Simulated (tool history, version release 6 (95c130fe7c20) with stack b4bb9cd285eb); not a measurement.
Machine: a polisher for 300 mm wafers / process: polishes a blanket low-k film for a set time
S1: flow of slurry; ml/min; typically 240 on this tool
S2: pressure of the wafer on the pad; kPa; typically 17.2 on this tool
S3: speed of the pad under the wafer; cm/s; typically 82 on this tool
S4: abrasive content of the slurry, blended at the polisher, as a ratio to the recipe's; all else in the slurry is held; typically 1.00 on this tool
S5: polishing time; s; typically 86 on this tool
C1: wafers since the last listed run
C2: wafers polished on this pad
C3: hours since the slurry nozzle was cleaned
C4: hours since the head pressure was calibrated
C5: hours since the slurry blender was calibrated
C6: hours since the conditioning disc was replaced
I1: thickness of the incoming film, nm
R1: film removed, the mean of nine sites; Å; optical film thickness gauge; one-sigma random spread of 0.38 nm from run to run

| run | hour | S1 | S2 | S3 | S4 | S5 | C1 | C2 | C3 | C4 | C5 | C6 | I1 | R1 |
|---|---|---|---|---|---|---|---|---|---|---|---|---|---|---|
| 1 | 0.0 | 240 | 17.2 | 82 | 1.00 | 86 | 0 | 1487 | 10.0 | 214.2 | 276.6 | 234.8 | 456.7 | 338 |
| 2 | 77.0 | 240 | 17.2 | 82 | 1.00 | 86 | 962 | 2449 | 87.0 | 291.2 | 353.6 | 311.8 | 460.5 | 325 |
|  | 86.4 | slurry blender recalibrated |
|  | 142.3 | worn pad replaced by a new one |
| 3 | 168.7 | 265 | 17.2 | 82 | 1.00 | 86 | 1070 | 330 | 178.7 | 382.9 | 82.3 | 403.5 | 456.5 | 359 |
|  | 192.9 | conditioning disc replaced and pad reconditioned |
| 4 | 273.8 | 265 | 17.2 | 82 | 1.00 | 86 | 1288 | 1618 | 283.8 | 488.0 | 187.4 | 80.9 | 454.9 | 349 |
| 5 | 337.0 | 240 | 17.2 | 82 | 1.00 | 86 | 789 | 2408 | 347.0 | 551.2 | 250.6 | 144.1 | 461.2 | 340 |
| 6 | 402.5 | 240 | 17.2 | 82 | 1.00 | 86 | 818 | 3226 | 412.5 | 616.7 | 316.1 | 209.6 | 464.6 | 327 |
|  | 442.2 | worn pad replaced by a new one |
|  | 490.9 | head pressure recalibrated |
| 7 | 494.0 | 240 | 17.2 | 82 | 1.00 | 86 | 1068 | 622 | 504.0 | 3.1 | 407.6 | 301.1 | 452.2 | 309 |
|  | 531.5 | slurry blender recalibrated |
| 8 | 565.7 | 240 | 17.2 | 82 | 1.00 | 86 | 870 | 1493 | 575.7 | 74.8 | 34.2 | 372.8 | 458.5 | 343 |
|  | 613.7 | conditioning disc replaced and pad reconditioned |
| 9 | 623.6 | 240 | 17.2 | 82 | 1.00 | 86 | 698 | 2191 | 633.6 | 132.7 | 92.1 | 9.9 | 450.5 | 353 |
|  | 666.8 | slurry nozzle cleaned |
| 10 | 720.6 | 240 | 17.2 | 82 | 1.00 | 86 | 1199 | 3391 | 53.8 | 229.7 | 189.1 | 106.9 | 460.8 | 334 |
|  | 752.6 | worn pad replaced by a new one |
| 11 | 765.5 | 300 | 17.2 | 82 | 1.30 | 86 | 511 | 160 | 98.7 | 274.6 | 234.0 | 151.8 | 464.2 | 379 |
| 12 | 832.9 | 240 | 17.2 | 62 | 1.00 | 86 | 842 | 1002 | 166.1 | 342.0 | 301.4 | 219.2 | 463.3 | 270 |
| 13 | 896.2 | 205 | 20.0 | 82 | 1.20 | 86 | 790 | 1793 | 229.4 | 405.3 | 364.7 | 282.5 | 459.4 | 382 |
|  | 936.2 | slurry blender recalibrated |
| 14 | 948.5 | 310 | 13.1 | 82 | 1.00 | 78 | 628 | 2422 | 281.7 | 457.6 | 12.3 | 334.8 | 463.4 | 262 |
|  | 972.4 | conditioning disc replaced and pad reconditioned |
| 15 | 1009.9 | 240 | 20.0 | 82 | 0.85 | 114 | 742 | 3164 | 343.1 | 519.0 | 73.7 | 37.5 | 466.8 | 496 |
|  | 1059.5 | worn pad replaced by a new one |
| 16 | 1092.7 | 240 | 17.2 | 82 | 1.00 | 86 | 984 | 414 | 425.9 | 601.8 | 156.5 | 120.3 | 461.2 | 348 |
| 17 | 1196.3 | 165 | 17.2 | 62 | 0.80 | 86 | 1294 | 1709 | 529.5 | 705.4 | 260.1 | 223.9 | 453.4 | 246 |
| 18 | 1251.8 | 240 | 17.2 | 82 | 1.00 | 86 | 693 | 2402 | 585.0 | 760.9 | 315.6 | 279.4 | 464.2 | 332 |
|  | 1277.9 | head pressure recalibrated |
| 19 | 1294.9 | 240 | 20.0 | 74 | 0.80 | 86 | 513 | 2916 | 628.1 | 17.0 | 358.7 | 322.5 | 457.8 | 312 |
|  | 1319.9 | conditioning disc replaced and pad reconditioned |
| 20 | 1357.4 | 155 | 12.4 | 82 | 1.10 | 86 | 755 | 3672 | 690.6 | 79.5 | 421.2 | 37.5 | 464.5 | 226 |
|  | 1380.0 | slurry blender recalibrated |
|  | 1389.3 | worn pad replaced by a new one |
| 21 | 1459.0 | 240 | 13.1 | 66 | 1.00 | 86 | 1194 | 870 | 792.2 | 181.1 | 79.0 | 139.1 | 449.6 | 234 |

Branching from run 21: 3 alternative next runs. What would each branch give?
| A | 1459.4 | 240 | 17.2 | 82 | 1.30 | 86 | 4 | 875 | 792.6 | 181.5 | 79.4 | 139.5 | 460.0 | ? |
| B | 1459.4 | 285 | 17.2 | 72 | 1.00 | 103 | 4 | 875 | 792.6 | 181.5 | 79.4 | 139.5 | 460.0 | ? |
| C | 1459.4 | 240 | 17.2 | 82 | 0.80 | 86 | 4 | 875 | 792.6 | 181.5 | 79.4 | 139.5 | 460.0 | ? |

| run | R1 |
|---|---|
| A | 387 |
| B | 393 |
| C | 326 |
Had the tool no hidden state, the same runs would have come out as:
| run | R1 |
|---|---|
| A | 391 |
| B | 397 |
| C | 330 |
